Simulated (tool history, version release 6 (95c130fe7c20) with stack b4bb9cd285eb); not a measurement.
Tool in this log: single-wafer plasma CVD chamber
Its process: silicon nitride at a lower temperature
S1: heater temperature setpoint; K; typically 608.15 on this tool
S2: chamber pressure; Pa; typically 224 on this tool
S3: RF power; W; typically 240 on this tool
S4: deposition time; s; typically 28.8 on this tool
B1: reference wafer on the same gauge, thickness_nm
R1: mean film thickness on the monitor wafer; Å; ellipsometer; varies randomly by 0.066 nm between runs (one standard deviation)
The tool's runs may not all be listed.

run     day      S1   S2   S3    S4      B1      R1
  1   0.000  608.15  224  240  28.8  33.440  300.40
  2   1.004  608.15  224  240  28.8  33.452  301.73
  3   2.712  608.15  189  240  26.6  33.490  266.45
  4   5.000  608.15  189  240  26.6  33.513  267.50
  5   7.762  608.15  259  240  28.8  33.538  311.27
  6   9.338  608.15  259  240  28.8  33.553  312.23
  7  11.879  608.15  259  240  28.8  33.591  312.67
  8  13.608  608.15  224  240  28.8  33.610  301.94
  9  15.833  608.15  224  240  28.8  33.630  302.97
 10  17.825  608.15  224  240  28.8  33.644  302.26
 11  18.921  619.15  224  240  27.1  33.656  283.25
 12  20.283  608.15  224  275  28.8  33.656  344.03
 13  21.842  608.15  224  275  28.8  33.691  345.01
 14  24.000  621.15  181  275  32.4  33.724  366.36
 15  26.104  608.15  196  225  28.8  33.731  275.90
 16  28.738  597.15  245  280  28.8  33.756  360.72
 17  30.833  608.15  224  240  25.9  33.447  270.14
 18  33.625  608.15  224  240  28.8  33.474  300.94
 19  36.317  608.15  224  240  33.5  33.501  352.50
 20  38.542  608.15  224  240  28.8  33.524  301.89
 21  40.996  622.15  224  220  23.2  33.570  220.93
 22  49.012  608.15  224  280  28.8  33.650  348.92
 23  51.033  594.15  224  240  28.8  33.671  304.34

Not shown: 5 entries that the log had between the listed runs. Between which runs, and how does the tool's hidden state differ before and after?
Logged between run 12 and run 13: RF generator calibrated (day 21.312); capacitance manometer re-zeroed and calibrated (day 21.821)
  gauge reads high (%): 0.815 -> 0.865
  measured value less the no-hidden-state value, R1: +2.78 -> +2.96 Å
Logged between run 16 and run 17: gauge calibrated (day 29.904)
  gauge reads high (%): 1.09 -> 0.146
  measured value less the no-hidden-state value, R1: +3.89 -> +0.39 Å
Logged between run 17 and run 18: showerhead replaced (day 31.288)
  gauge reads high (%): 0.146 -> 0.236
  measured value less the no-hidden-state value, R1: +0.39 -> +0.71 Å
Logged between run 19 and run 20: thermocouple changed; heater temperature recalibrated (day 36.900)
  gauge reads high (%): 0.324 -> 0.396
  measured value less the no-hidden-state value, R1: +1.13 -> +1.19 Å
